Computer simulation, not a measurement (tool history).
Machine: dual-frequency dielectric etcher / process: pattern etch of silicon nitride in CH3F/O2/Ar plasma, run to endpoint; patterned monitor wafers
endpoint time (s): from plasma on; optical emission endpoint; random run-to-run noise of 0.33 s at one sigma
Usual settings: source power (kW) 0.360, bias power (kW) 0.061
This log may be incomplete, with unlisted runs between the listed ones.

run,day,source power (kW),bias power (kW),wafers since the last listed run,hours since the last wet clean,hours since the last source power generator calibration,hours since the last bias power generator calibration,hours since the last upper electrode change,"incoming incoming film thickness, nm",endpoint time (s)
1,0.000,0.360,0.061,0,238.0,2087.1,1526.0,2536.2,35.41,58.4
2,0.854,0.360,0.061,231,258.5,2107.6,1546.5,2556.7,35.09,58.7
3,2.288,0.360,0.061,387,292.9,2142.0,1580.9,2591.1,34.90,58.0
4,3.162,0.360,0.061,236,313.9,2163.0,1601.9,2612.1,35.19,58.2
5,3.912,0.360,0.061,202,331.9,2181.0,1619.9,2630.1,35.22,58.4
6,5.304,0.360,0.061,376,365.3,2214.4,1653.3,2663.5,34.79,57.7
7,6.646,0.360,0.061,362,397.5,2246.6,1685.5,2695.7,35.01,57.8
8,7.817,0.360,0.061,316,425.6,2274.7,1713.6,2723.8,35.09,58.4
9,9.412,0.360,0.061,431,463.9,2313.0,1751.9,2762.1,35.00,58.4
10,10.104,0.360,0.061,187,480.5,2329.6,1768.5,2778.7,35.07,58.9
11,11.283,0.360,0.061,318,508.8,2357.9,1796.8,2807.0,35.44,59.1
12,12.700,0.360,0.061,383,542.8,2391.9,1830.8,2841.0,35.10,58.7
13,14.142,0.360,0.061,389,577.4,2426.5,1865.4,2875.6,35.06,58.8
14,15.421,0.330,0.061,345,608.1,2457.2,1896.1,2906.3,35.08,60.9
# day 16.933: wet clean of the chamber
15,18.092,0.360,0.061,451,27.8,2521.3,1960.2,2970.4,35.12,57.8
16,19.442,0.430,0.068,365,60.2,2553.7,1992.6,3002.8,34.87,51.8
17,20.738,0.360,0.061,350,91.3,2584.8,2023.7,3033.9,34.87,57.6
18,21.379,0.440,0.047,173,106.7,2600.2,2039.1,3049.3,34.99,56.8
# day 22.325: bias power generator calibrated
# day 23.300: upper electrode replaced
19,23.321,0.360,0.061,216,153.3,2646.8,23.9,0.5,35.07,58.1
20,24.062,0.440,0.061,200,171.1,2664.6,41.7,18.3,35.05,53.5
21,24.917,0.360,0.061,231,191.6,2685.1,62.2,38.8,35.11,58.2
# day 25.362: source power generator calibrated
22,25.733,0.440,0.051,175,211.2,8.9,81.8,58.4,34.97,56.0
23,26.675,0.440,0.056,254,233.8,31.5,104.4,81.0,34.97,54.9
24,27.388,0.360,0.061,192,250.9,48.6,121.5,98.1,35.30,58.2
25,28.417,0.390,0.051,278,275.6,73.3,146.2,122.8,35.23,59.3
26,29.217,0.380,0.052,216,294.8,92.5,165.4,142.0,35.07,59.5
27,30.404,0.390,0.070,321,323.3,121.0,193.9,170.5,35.32,55.0
28,31.504,0.360,0.055,297,349.7,147.4,220.3,196.9,35.16,60.5
29,32.175,0.310,0.053,181,365.8,163.5,236.4,213.0,35.46,65.5

Here are 3 independent what-if runs from the current tool condition. What would each one return?
A,32.192,0.360,0.075,4,366.2,163.9,236.8,213.4,35.37,?
B,32.192,0.380,0.061,4,366.2,163.9,236.8,213.4,35.37,?
C,32.192,0.380,0.067,4,366.2,163.9,236.8,213.4,35.37,?

run,endpoint time (s)
A,55.9
B,57.9
C,56.5
Had the tool no hidden state, the same runs would have come out as:
run,endpoint time (s)
A,54.9
B,56.8
C,55.4

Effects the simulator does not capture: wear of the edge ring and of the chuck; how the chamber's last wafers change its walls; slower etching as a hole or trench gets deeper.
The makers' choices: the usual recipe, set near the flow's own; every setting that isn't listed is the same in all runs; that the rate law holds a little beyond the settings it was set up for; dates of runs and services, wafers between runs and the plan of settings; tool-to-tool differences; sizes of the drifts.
